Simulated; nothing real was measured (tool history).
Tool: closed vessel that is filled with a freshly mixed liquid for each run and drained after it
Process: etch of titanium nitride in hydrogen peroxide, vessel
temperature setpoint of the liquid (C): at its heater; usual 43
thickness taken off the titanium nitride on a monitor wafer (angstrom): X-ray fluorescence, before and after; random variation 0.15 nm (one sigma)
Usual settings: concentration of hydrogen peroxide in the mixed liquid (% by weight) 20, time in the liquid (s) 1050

run	hour	temperature setpoint of the liquid (C)	concentration of hydrogen peroxide in the mixed liquid (% by weight)	time in the liquid (s)	wafers since the last listed run	hours since the thermometer was replaced	hours since the peroxide flow meter was replaced	hours since the drum of peroxide was connected	hours since the gauge calibration	read-back film thickness of the titanium nitride reference wafer, read on the same gauge (nm)	thickness taken off the titanium nitride on a monitor wafer (angstrom)
1	0	43	20	1050	0	2611.9	1726.4	825.1	1295.2	49.96	260.9
2	65.6	43	20	1050	4471	2677.5	1792	890.7	1360.8	49.97	261.2
3	95.3	43	20	1050	2024	2707.2	1821.7	920.4	1390.5	50	262.2
# hour 127.5: thermometer replaced
4	131	43	20	675	2365	3.5	1857.4	956.1	1426.2	50	167.6
5	174.8	43	20	675	2985	47.3	1901.2	999.9	1470	50.01	167.7
# hour 228.9: gauge calibrated
6	240.8	43	20	1050	4499	113.3	1967.2	1065.9	11.9	49.99	259.1
# hour 283.4: peroxide flow meter replaced
7	286.9	43	23.5	1050	3074	159.4	3.5	1112	58	50	275.7
# hour 308.1: new drum of peroxide connected
8	326	43	22.5	1050	2597	198.5	42.6	17.9	97.1	50	280.3
9	389.8	50.5	16.5	1315	4349	262.3	106.4	81.7	160.9	50	565
10	436.9	47.5	20	1050	3210	309.4	153.5	128.8	208	49.98	378.7
11	501.9	43	20	1050	4430	374.4	218.5	193.8	273	49.98	269.9
12	551.5	43	20	825	3381	424	268.1	243.4	322.6	50.02	213.1
13	599.4	34.5	20	1050	3265	471.9	316	291.3	370.5	49.98	140.3
14	648	35	22	1245	3312	520.5	364.6	339.9	419.1	49.99	174.9
15	679.7	43	20	1050	2160	552.2	396.3	371.6	450.8	50.04	267.5
16	730.1	36	23.5	605	3435	602.6	446.7	422	501.2	50.03	93.2
17	789.5	52.5	25.5	1505	4049	662	506.1	481.4	560.6	50.01	821.8
18	850.8	43	20	1050	4178	723.3	567.4	542.7	621.9	50.01	269.5
19	884.3	48.5	22.5	615	2283	756.8	600.9	576.2	655.4	50.01	241.7
20	941.3	33.5	17	1410	3885	813.8	657.9	633.2	712.4	50.01	165.8
21	1004.2	37	20	1050	4287	876.7	720.8	696.1	775.3	49.99	167.6
22	1053.3	43	20	705	3347	925.8	769.9	745.2	824.4	49.99	178.9
23	1125.2	43	25.5	1505	4901	997.7	841.8	817.1	896.3	50.03	404.4
24	1189.6	43	20	1050	4390	1062.1	906.2	881.5	960.7	50	266.7
25	1220.7	43	20	1455	2120	1093.2	937.3	912.6	991.8	50	370.4
26	1286.4	43	22	545	4478	1158.9	1003	978.3	1057.5	50.01	139.4
27	1337	43	20	1050	3449	1209.5	1053.6	1028.9	1108.1	49.99	265.1

The next listed run, before its measurement:
28	1377.3	43	20	1050	2747	1249.8	1093.9	1069.2	1148.4	?	?

Run 28 gave read-back film thickness of the titanium nitride reference wafer, read on the same gauge (nm) 50.01, thickness taken off the titanium nitride on a monitor wafer (angstrom) 262.8.
Without the tool's hidden state the same run would have given thickness taken off the titanium nitride on a monitor wafer (angstrom) 271.3.
